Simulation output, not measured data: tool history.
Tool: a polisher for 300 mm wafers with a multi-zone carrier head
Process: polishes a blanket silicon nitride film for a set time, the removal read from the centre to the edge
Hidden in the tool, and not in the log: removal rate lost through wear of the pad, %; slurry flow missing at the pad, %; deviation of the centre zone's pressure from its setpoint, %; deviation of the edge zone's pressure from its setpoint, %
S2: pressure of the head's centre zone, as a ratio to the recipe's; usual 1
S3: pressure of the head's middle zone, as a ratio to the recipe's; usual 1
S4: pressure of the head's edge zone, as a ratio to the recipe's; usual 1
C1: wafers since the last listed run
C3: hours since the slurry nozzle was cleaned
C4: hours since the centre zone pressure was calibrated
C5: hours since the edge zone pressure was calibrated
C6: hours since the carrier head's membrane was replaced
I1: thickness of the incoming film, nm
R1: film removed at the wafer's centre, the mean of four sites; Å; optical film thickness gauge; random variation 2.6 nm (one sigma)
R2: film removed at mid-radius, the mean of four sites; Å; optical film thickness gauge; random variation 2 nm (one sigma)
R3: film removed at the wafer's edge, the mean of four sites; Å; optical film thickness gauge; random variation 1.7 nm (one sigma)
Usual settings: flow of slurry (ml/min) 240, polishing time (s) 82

{"run": 1, "hour": 0.0, "flow of slurry (ml/min)": 240, "S2": 1, "S3": 1, "S4": 1, "polishing time (s)": 82, "C1": 0, "wafers polished on this pad": 748, "C3": 82, "C4": 205.6, "C5": 709.6, "C6": 393, "I1": 840.7, "R1": 2257, "R2": 2224, "R3": 2197}
{"run": 2, "hour": 15.8, "flow of slurry (ml/min)": 240, "S2": 1, "S3": 1, "S4": 1.07, "polishing time (s)": 82, "C1": 165, "wafers polished on this pad": 914, "C3": 97.8, "C4": 221.4, "C5": 725.4, "C6": 408.8, "I1": 838.3, "R1": 2210, "R2": 2234, "R3": 2318}
{"hour": 29.8, "done": "worn pad replaced by a new one"}
{"run": 3, "hour": 35.8, "flow of slurry (ml/min)": 240, "S2": 1, "S3": 1, "S4": 1.07, "polishing time (s)": 82, "C1": 167, "wafers polished on this pad": 63, "C3": 117.8, "C4": 241.4, "C5": 745.4, "C6": 428.8, "I1": 827.6, "R1": 2147, "R2": 2233, "R3": 2286}
{"run": 4, "hour": 62.1, "flow of slurry (ml/min)": 240, "S2": 1, "S3": 1, "S4": 1.07, "polishing time (s)": 82, "C1": 275, "wafers polished on this pad": 339, "C3": 144.1, "C4": 267.7, "C5": 771.7, "C6": 455.1, "I1": 842.1, "R1": 2172, "R2": 2207, "R3": 2286}
{"run": 5, "hour": 92.8, "flow of slurry (ml/min)": 240, "S2": 1.06, "S3": 1, "S4": 0.93, "polishing time (s)": 82, "C1": 321, "wafers polished on this pad": 661, "C3": 174.8, "C4": 298.4, "C5": 802.4, "C6": 485.8, "I1": 849.5, "R1": 2350, "R2": 2217, "R3": 2145}
{"run": 6, "hour": 110.3, "flow of slurry (ml/min)": 240, "S2": 1.06, "S3": 1, "S4": 0.93, "polishing time (s)": 82, "C1": 183, "wafers polished on this pad": 844, "C3": 192.3, "C4": 315.9, "C5": 819.9, "C6": 503.3, "I1": 840.2, "R1": 2359, "R2": 2294, "R3": 2160}
{"hour": 145.1, "done": "worn pad replaced by a new one"}
{"run": 7, "hour": 145.6, "flow of slurry (ml/min)": 240, "S2": 1.06, "S3": 1, "S4": 0.93, "polishing time (s)": 82, "C1": 328, "wafers polished on this pad": 5, "C3": 227.6, "C4": 351.2, "C5": 855.2, "C6": 538.6, "I1": 847.7, "R1": 2308, "R2": 2213, "R3": 2145}
{"run": 8, "hour": 157.5, "flow of slurry (ml/min)": 205, "S2": 1, "S3": 1, "S4": 1, "polishing time (s)": 82, "C1": 124, "wafers polished on this pad": 130, "C3": 239.5, "C4": 363.1, "C5": 867.1, "C6": 550.5, "I1": 841.2, "R1": 2156, "R2": 2184, "R3": 2221}
{"hour": 167.6, "done": "slurry nozzle cleaned"}
{"hour": 188.2, "done": "edge zone pressure recalibrated"}
{"run": 9, "hour": 191.0, "flow of slurry (ml/min)": 240, "S2": 1, "S3": 1, "S4": 1.09, "polishing time (s)": 82, "C1": 319, "wafers polished on this pad": 450, "C3": 23.4, "C4": 396.6, "C5": 2.8, "C6": 584, "I1": 841.2, "R1": 2170, "R2": 2267, "R3": 2307}
{"run": 10, "hour": 218.4, "flow of slurry (ml/min)": 240, "S2": 1, "S3": 1, "S4": 1.09, "polishing time (s)": 82, "C1": 287, "wafers polished on this pad": 737, "C3": 50.8, "C4": 424, "C5": 30.2, "C6": 611.4, "I1": 831.3, "R1": 2221, "R2": 2272, "R3": 2311}
{"hour": 257.7, "done": "worn pad replaced by a new one"}
{"run": 11, "hour": 269.9, "flow of slurry (ml/min)": 240, "S2": 0.93, "S3": 1, "S4": 1, "polishing time (s)": 65, "C1": 498, "wafers polished on this pad": 127, "C3": 102.3, "C4": 475.5, "C5": 81.7, "C6": 662.9, "I1": 838.1, "R1": 1636, "R2": 1764, "R3": 1768}
{"hour": 277.7, "done": "carrier head's membrane replaced by a new one"}
{"run": 12, "hour": 286.0, "flow of slurry (ml/min)": 265, "S2": 1, "S3": 1, "S4": 0.93, "polishing time (s)": 82, "C1": 116, "wafers polished on this pad": 243, "C3": 118.4, "C4": 491.6, "C5": 97.8, "C6": 8.3, "I1": 857.1, "R1": 2215, "R2": 2251, "R3": 2189}
{"hour": 290.3, "done": "centre zone pressure recalibrated"}
{"run": 13, "hour": 303.4, "flow of slurry (ml/min)": 240, "S2": 1.06, "S3": 1, "S4": 0.93, "polishing time (s)": 82, "C1": 161, "wafers polished on this pad": 405, "C3": 135.8, "C4": 13.1, "C5": 115.2, "C6": 25.7, "I1": 834.7, "R1": 2298, "R2": 2243, "R3": 2164}
{"run": 14, "hour": 332.4, "flow of slurry (ml/min)": 240, "S2": 1, "S3": 1, "S4": 1.09, "polishing time (s)": 82, "C1": 304, "wafers polished on this pad": 709, "C3": 164.8, "C4": 42.1, "C5": 144.2, "C6": 54.7, "I1": 830.5, "R1": 2231, "R2": 2233, "R3": 2277}
{"run": 15, "hour": 363.2, "flow of slurry (ml/min)": 240, "S2": 1, "S3": 0.89, "S4": 1, "polishing time (s)": 59, "C1": 322, "wafers polished on this pad": 1032, "C3": 195.6, "C4": 72.9, "C5": 175, "C6": 85.5, "I1": 839.4, "R1": 1553, "R2": 1501, "R3": 1591}
{"hour": 371.9, "done": "worn pad replaced by a new one"}
{"run": 16, "hour": 394.9, "flow of slurry (ml/min)": 295, "S2": 0.9, "S3": 1, "S4": 1, "polishing time (s)": 82, "C1": 290, "wafers polished on this pad": 240, "C3": 227.3, "C4": 104.6, "C5": 206.7, "C6": 117.2, "I1": 824.7, "R1": 2004, "R2": 2281, "R3": 2226}
{"hour": 403.8, "done": "slurry nozzle cleaned"}
{"run": 17, "hour": 422.4, "flow of slurry (ml/min)": 205, "S2": 1.05, "S3": 0.93, "S4": 1, "polishing time (s)": 69, "C1": 277, "wafers polished on this pad": 518, "C3": 18.6, "C4": 132.1, "C5": 234.2, "C6": 144.7, "I1": 842.7, "R1": 1914, "R2": 1805, "R3": 1870}
{"run": 18, "hour": 454.1, "flow of slurry (ml/min)": 240, "S2": 1, "S3": 1, "S4": 1, "polishing time (s)": 82, "C1": 332, "wafers polished on this pad": 851, "C3": 50.3, "C4": 163.8, "C5": 265.9, "C6": 176.4, "I1": 836.5, "R1": 2263, "R2": 2231, "R3": 2246}
{"hour": 483.3, "done": "worn pad replaced by a new one"}
{"run": 19, "hour": 486.5, "flow of slurry (ml/min)": 240, "S2": 0.91, "S3": 0.92, "S4": 1, "polishing time (s)": 82, "C1": 297, "wafers polished on this pad": 33, "C3": 82.7, "C4": 196.2, "C5": 298.3, "C6": 208.8, "I1": 848.8, "R1": 1999, "R2": 2159, "R3": 2197}
{"run": 20, "hour": 505.6, "flow of slurry (ml/min)": 240, "S2": 1.05, "S3": 1, "S4": 1, "polishing time (s)": 82, "C1": 200, "wafers polished on this pad": 233, "C3": 101.8, "C4": 215.3, "C5": 317.4, "C6": 227.9, "I1": 830.9, "R1": 2274, "R2": 2257, "R3": 2229}

Forecast each of these 5 alternatives for the next run:
{"run": "A", "hour": 506.0, "flow of slurry (ml/min)": 240, "S2": 1, "S3": 1, "S4": 1, "polishing time (s)": 82, "C1": 4, "wafers polished on this pad": 237, "C3": 102.2, "C4": 215.7, "C5": 317.8, "C6": 228.3, "I1": 844.5, "R1": "?", "R2": "?", "R3": "?"}
{"run": "B", "hour": 506.0, "flow of slurry (ml/min)": 205, "S2": 1, "S3": 0.92, "S4": 1, "polishing time (s)": 82, "C1": 4, "wafers polished on this pad": 237, "C3": 102.2, "C4": 215.7, "C5": 317.8, "C6": 228.3, "I1": 844.5, "R1": "?", "R2": "?", "R3": "?"}
{"run": "C", "hour": 506.0, "flow of slurry (ml/min)": 240, "S2": 1, "S3": 1.11, "S4": 1.07, "polishing time (s)": 54, "C1": 4, "wafers polished on this pad": 237, "C3": 102.2, "C4": 215.7, "C5": 317.8, "C6": 228.3, "I1": 844.5, "R1": "?", "R2": "?", "R3": "?"}
{"run": "D", "hour": 506.0, "flow of slurry (ml/min)": 265, "S2": 0.93, "S3": 1.04, "S4": 1, "polishing time (s)": 111, "C1": 4, "wafers polished on this pad": 237, "C3": 102.2, "C4": 215.7, "C5": 317.8, "C6": 228.3, "I1": 844.5, "R1": "?", "R2": "?", "R3": "?"}
{"run": "E", "hour": 506.0, "flow of slurry (ml/min)": 240, "S2": 1, "S3": 1, "S4": 1, "polishing time (s)": 99, "C1": 4, "wafers polished on this pad": 237, "C3": 102.2, "C4": 215.7, "C5": 317.8, "C6": 228.3, "I1": 844.5, "R1": "?", "R2": "?", "R3": "?"}

run=A R1=2262 R2=2276 R3=2221
run=B R1=2227 R2=2133 R3=2201
run=C R1=1490 R2=1602 R3=1509
run=D R1=2872 R2=3184 R3=3024
run=E R1=2731 R2=2747 R3=2682
Without the tool's hidden state the same runs would have given:
run=A R1=2262 R2=2276 R3=2221
run=B R1=2227 R2=2133 R3=2201
run=C R1=1490 R2=1602 R3=1509
run=D R1=2872 R2=3184 R3=3024
run=E R1=2731 R2=2747 R3=2682

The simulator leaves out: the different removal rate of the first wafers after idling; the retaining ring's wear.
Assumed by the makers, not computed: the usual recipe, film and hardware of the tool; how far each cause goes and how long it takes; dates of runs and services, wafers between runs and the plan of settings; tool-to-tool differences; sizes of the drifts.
